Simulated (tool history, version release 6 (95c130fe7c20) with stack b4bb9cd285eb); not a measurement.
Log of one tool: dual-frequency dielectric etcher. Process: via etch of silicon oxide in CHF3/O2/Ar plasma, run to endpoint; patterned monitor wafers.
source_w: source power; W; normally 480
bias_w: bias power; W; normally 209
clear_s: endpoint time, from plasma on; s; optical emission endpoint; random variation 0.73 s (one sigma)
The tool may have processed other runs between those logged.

run    hour  source_w  bias_w  wafers since the last listed run  hours since the last wet clean  hours since the last source power generator calibration  hours since the last bias power generator calibration  hours since the last upper electrode change  incoming incoming film thickness, nm  clear_s
  1     0.0       480     209                                 0                            20.6                                                   4178.1                                                 1108.7                                       3803.6                                 462.9    231.6
  2    31.1       480     209                               104                            51.7                                                   4209.2                                                 1139.8                                       3834.7                                 468.7    234.4
  3    69.1       480     209                               128                            89.7                                                   4247.2                                                 1177.8                                       3872.7                                 469.2    236.2
  4    98.9       480     209                               100                           119.5                                                   4277.0                                                 1207.6                                       3902.5                                 466.1    235.0
  5   139.5       400     234                               137                           160.1                                                   4317.6                                                 1248.2                                       3943.1                                 470.0    248.2
  6   190.8       400     234                               173                           211.4                                                   4368.9                                                 1299.5                                       3994.4                                 467.0    246.9
  7   252.0       540     209                               206                           272.6                                                   4430.1                                                 1360.7                                       4055.6                                 459.1    216.5
  8   312.7       480     236                               204                           333.3                                                   4490.8                                                 1421.4                                       4116.3                                 464.9    220.3
  9   377.9       480     236                               220                           398.5                                                   4556.0                                                 1486.6                                       4181.5                                 467.0    221.5
 10   423.3       480     209                               153                           443.9                                                   4601.4                                                 1532.0                                       4226.9                                 468.5    236.9
 11   453.2       480     209                               100                           473.8                                                   4631.3                                                 1561.9                                       4256.8                                 466.5    235.8
      521.0  -- wet clean of the chamber
 12   521.5       480     209                               149                             0.5                                                   4699.6                                                 1630.2                                       4325.1                                 465.0    235.5
      563.3  -- bias power generator calibrated
 13   564.2       550     209                               130                            43.2                                                   4742.3                                                    0.9                                       4367.8                                 463.4    217.8
 14   602.2       420     209                               128                            81.2                                                   4780.3                                                   38.9                                       4405.8                                 467.9    252.8
 15   652.7       420     209                               170                           131.7                                                   4830.8                                                   89.4                                       4456.3                                 468.3    253.1
 16   717.7       420     209                               219                           196.7                                                   4895.8                                                  154.4                                       4521.3                                 468.1    253.0
 17   742.2       420     223                                82                           221.2                                                   4920.3                                                  178.9                                       4545.8                                 462.0    244.0
 18   796.2       510     170                               182                           275.2                                                   4974.3                                                  232.9                                       4599.8                                 464.2    249.9
 19   832.4       480     209                               122                           311.4                                                   5010.5                                                  269.1                                       4636.0                                 459.8    230.6
      859.0  -- upper electrode replaced
 20   890.5       400     190                               115                           369.5                                                   5068.6                                                  327.2                                         31.5                                 463.4    270.4
 21   933.5       540     185                               145                           412.5                                                   5111.6                                                  370.2                                         74.5                                 467.4    235.2
 22   959.8       420     209                                88                           438.8                                                   5137.9                                                  396.5                                        100.8                                 465.9    251.9
      984.0  -- source power generator calibrated
 23  1006.8       590     242                               145                           485.8                                                     22.8                                                  443.5                                        147.8                                 461.8    195.2
 24  1039.5       600     209                               110                           518.5                                                     55.5                                                  476.2                                        180.5                                 464.7    208.3
     1066.1  -- wet clean of the chamber
 25  1079.8       440     165                                55                            13.7                                                     95.8                                                  516.5                                        220.8                                 466.8    276.5
 26  1129.1       510     185                               166                            63.0                                                    145.1                                                  565.8                                        270.1                                 465.9    240.8
 27  1179.0       480     209                               168                           112.9                                                    195.0                                                  615.7                                        320.0                                 462.5    232.7
 28  1243.2       480     209                               216                           177.1                                                    259.2                                                  679.9                                        384.2                                 461.3    231.7
 29  1307.5       480     209                               217                           241.4                                                    323.5                                                  744.2                                        448.5                                 461.1    232.4
 30  1358.8       440     165                               173                           292.7                                                    374.8                                                  795.5                                        499.8                                 467.6    276.7
 31  1418.0       440     230                               199                           351.9                                                    434.0                                                  854.7                                        559.0                                 466.4    235.6
 32  1453.1       520     225                               118                           387.0                                                    469.1                                                  889.8                                        594.1                                 464.9    216.2

What if the next run were any one of these 5? Each begins from the tool's condition after run 32:
  A  1453.6       480     209                                 1                           387.5                                                    469.6                                                  890.3                                        594.6                                 474.1        ?
  B  1453.6       410     195                                 1                           387.5                                                    469.6                                                  890.3                                        594.6                                 474.1        ?
  C  1453.6       400     168                                 1                           387.5                                                    469.6                                                  890.3                                        594.6                                 474.1        ?
  D  1453.6       390     209                                 1                           387.5                                                    469.6                                                  890.3                                        594.6                                 474.1        ?
  E  1453.6       370     232                                 1                           387.5                                                    469.6                                                  890.3                                        594.6                                 474.1        ?

run  clear_s
  A    238.3
  B    269.1
  C    294.1
  D    267.8
  E    262.7
With no hidden state in the tool, these same runs would have given:
run  clear_s
  A    238.3
  B    269.1
  C    294.1
  D    267.8
  E    262.7
